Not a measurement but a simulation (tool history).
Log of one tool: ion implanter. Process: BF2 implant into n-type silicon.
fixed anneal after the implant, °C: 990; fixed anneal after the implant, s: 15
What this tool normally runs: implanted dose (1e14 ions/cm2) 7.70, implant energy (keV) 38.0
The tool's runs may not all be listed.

run	hour	implanted dose (1e14 ions/cm2)	implant energy (keV)	wafers since the last listed run	hours since the last dose calibration	hours since the extraction supply was calibrated	hours since the gauge calibration	read-back reference wafer on the same gauge, sheet resistance	sheet resistance of the implanted and annealed layer (ohm/square)
1	0.0	7.70	33.5	0	950.8	5760.3	130.8	196.10	170.75
2	28.9	6.49	38.0	515	979.7	5789.2	159.7	195.88	180.91
# hour 94.7: gauge calibrated
3	96.0	7.70	46.5	1197	1046.8	5856.3	1.3	195.83	154.16
4	113.9	6.12	41.5	319	1064.7	5874.2	19.2	195.90	184.86
5	137.3	6.12	41.5	417	1088.1	5897.6	42.6	196.11	184.45
# hour 230.4: extraction supply calibrated
6	230.9	6.12	41.5	1527	1181.7	0.5	136.2	195.90	183.42
7	262.3	6.24	38.0	560	1213.1	31.9	167.6	196.04	184.25
# hour 278.0: Faraday cup replaced and dose calibrated
8	284.5	7.70	27.5	253	6.5	54.1	189.8	196.07	182.45
9	311.9	6.50	27.0	488	33.9	81.5	217.2	196.35	200.20
# hour 315.5: gauge calibrated
10	341.6	7.08	33.5	529	63.6	111.2	26.1	195.80	177.81
11	356.0	6.94	48.0	256	78.0	125.6	40.5	196.21	163.21
12	371.8	7.70	38.0	281	93.8	141.4	56.3	196.20	163.04
13	396.7	5.87	41.5	444	118.7	166.3	81.2	195.96	190.98
14	422.8	9.75	31.0	465	144.8	192.4	107.3	196.12	161.33
15	453.5	6.12	26.5	547	175.5	223.1	138.0	196.28	208.27
16	468.2	6.80	38.0	262	190.2	237.8	152.7	195.60	174.44

Below are 3 alternative next runs, each starting from the tool's condition after run 16. Predict each:
A	468.6	7.70	38.0	7	190.6	238.2	153.1	?	?
B	468.6	5.60	43.5	7	190.6	238.2	153.1	?	?
C	468.6	9.95	28.5	7	190.6	238.2	153.1	?	?

run	read-back reference wafer on the same gauge, sheet resistance	sheet resistance of the implanted and annealed layer (ohm/square)
A	196.25	162.87
B	196.25	195.05
C	196.25	165.90
With the hidden condition removed and each run's random variation left untouched, the same runs would have given:
run	sheet resistance of the implanted and annealed layer (ohm/square)
A	162.87
B	195.05
C	165.90
